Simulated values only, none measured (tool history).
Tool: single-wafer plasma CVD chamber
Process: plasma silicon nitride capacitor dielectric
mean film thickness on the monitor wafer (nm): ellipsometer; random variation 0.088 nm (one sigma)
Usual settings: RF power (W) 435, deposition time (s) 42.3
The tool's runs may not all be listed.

run,hour,RF power (W),deposition time (s),wafers since the last listed run,hours since the last RF generator calibration,hours since the showerhead was replaced,hours since the gauge calibration,"read-back reference wafer on the same gauge, thickness_nm",mean film thickness on the monitor wafer (nm)
1,0,415,42.3,0,1968.6,2599.4,531.5,57.915,57.783
2,55.5,415,42.3,1000,2024.1,2654.9,587,57.902,57.668
3,94.3,415,42.3,699,2062.9,2693.7,625.8,57.888,57.768
4,151.7,435,47,1034,2120.3,2751.1,683.2,57.912,64.834
5,205.4,435,47,967,2174,2804.8,736.9,57.917,64.753
6,255,435,47,893,2223.6,2854.4,786.5,57.889,64.698
7,311.2,435,42.3,1012,2279.8,2910.6,842.7,57.889,58.112
# hour 340.4: gauge calibrated
8,355,435,42.3,789,2323.6,2954.4,14.6,57.899,58.07
9,387,435,42.3,576,2355.6,2986.4,46.6,57.908,58.026
10,411.5,435,42.3,441,2380.1,3010.9,71.1,57.911,58.069
11,442.7,360,42.3,562,2411.3,3042.1,102.3,57.901,56.095
# hour 468.1: RF generator calibrated
# hour 499.5: showerhead replaced
12,500,350,39.6,744,31.9,0.5,159.6,57.901,52.877
13,540.5,435,42.3,729,72.4,41,200.1,57.907,58.832
14,585.9,355,38.9,818,117.8,86.4,245.5,57.904,52.173
15,653.1,435,42.3,1210,185,153.6,312.7,57.886,58.85
16,685.5,435,37.4,583,217.4,186,345.1,57.909,52.142
17,756.8,505,42.3,1284,288.7,257.3,416.4,57.894,60.725
18,823.4,365,47.2,1200,355.3,323.9,483,57.922,63.562
19,847.8,435,42.3,439,379.7,348.3,507.4,57.896,59.004
20,882,515,42.3,616,413.9,382.5,541.6,57.885,60.757
21,931.2,355,38.9,886,463.1,431.7,590.8,57.906,52.066

4 ways to go on from here, each from the tool as it stands after run 21. What would each give?
A,931.6,435,42.3,7,463.5,432.1,591.2,?,?
B,931.6,355,50.4,7,463.5,432.1,591.2,?,?
C,931.6,375,47.4,7,463.5,432.1,591.2,?,?
D,931.6,520,44.8,7,463.5,432.1,591.2,?,?

run,"read-back reference wafer on the same gauge, thickness_nm",mean film thickness on the monitor wafer (nm)
A,57.898,58.837
B,57.898,67.514
C,57.898,64.124
D,57.898,64.56
Without the tool's hidden state the same runs would have given:
run,mean film thickness on the monitor wafer (nm)
A,58.978
B,67.676
C,64.279
D,64.715
